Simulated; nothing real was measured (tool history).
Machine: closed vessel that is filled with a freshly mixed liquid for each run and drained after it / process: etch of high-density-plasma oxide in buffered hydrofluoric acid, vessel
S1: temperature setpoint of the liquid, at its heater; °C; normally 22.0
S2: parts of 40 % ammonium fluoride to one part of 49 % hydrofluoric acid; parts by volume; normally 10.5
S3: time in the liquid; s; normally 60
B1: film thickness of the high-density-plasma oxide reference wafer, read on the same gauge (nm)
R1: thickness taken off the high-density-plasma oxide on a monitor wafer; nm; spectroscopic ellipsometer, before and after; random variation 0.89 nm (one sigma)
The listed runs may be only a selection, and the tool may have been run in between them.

run 1 day=0.000 | S1=22.0 S2=10.5 S3=60 | B1=150.02 | R1=109.31
run 2 day=1.021 | S1=22.0 S2=10.5 S3=60 | B1=150.02 | R1=110.12
run 3 day=1.779 | S1=22.0 S2=8.5 S3=50 | B1=150.01 | R1=108.44
run 4 day=3.217 | S1=22.0 S2=8.5 S3=50 | B1=149.99 | R1=109.13
run 5 day=4.004 | S1=22.0 S2=10.5 S3=60 | B1=149.99 | R1=109.19
-- day=4.996 thermometer replaced
run 6 day=5.038 | S1=22.0 S2=10.5 S3=60 | B1=149.99 | R1=108.80
-- day=5.533 hydrofluoric acid flow meter replaced
-- day=5.921 gauge calibrated
run 7 day=6.200 | S1=22.0 S2=10.5 S3=60 | B1=149.97 | R1=108.03
run 8 day=7.479 | S1=24.5 S2=7.5 S3=50 | B1=150.01 | R1=143.47
run 9 day=8.942 | S1=20.0 S2=8.5 S3=45 | B1=150.01 | R1=86.83
run 10 day=9.750 | S1=22.0 S2=13.5 S3=70 | B1=150.03 | R1=98.39
run 11 day=10.788 | S1=20.0 S2=10.5 S3=45 | B1=149.99 | R1=72.92
run 12 day=13.442 | S1=17.5 S2=13.0 S3=80 | B1=150.00 | R1=90.99
run 13 day=14.467 | S1=22.0 S2=10.5 S3=35 | B1=150.00 | R1=63.93
run 14 day=15.950 | S1=24.5 S2=7.5 S3=50 | B1=150.01 | R1=142.05

Forecast each of these 3 alternatives for the next run:
run A day=15.979 | S1=22.0 S2=10.5 S3=60 | B1=? | R1=?
run B day=15.979 | S1=22.0 S2=8.5 S3=70 | B1=? | R1=?
run C day=15.979 | S1=20.5 S2=13.5 S3=75 | B1=? | R1=?

run=A B1=150.00 R1=111.33
run=B B1=150.00 R1=154.85
run=C B1=150.00 R1=100.14
With no hidden state in the tool, these same runs would have given:
run=A R1=111.33
run=B R1=154.85
run=C R1=100.14

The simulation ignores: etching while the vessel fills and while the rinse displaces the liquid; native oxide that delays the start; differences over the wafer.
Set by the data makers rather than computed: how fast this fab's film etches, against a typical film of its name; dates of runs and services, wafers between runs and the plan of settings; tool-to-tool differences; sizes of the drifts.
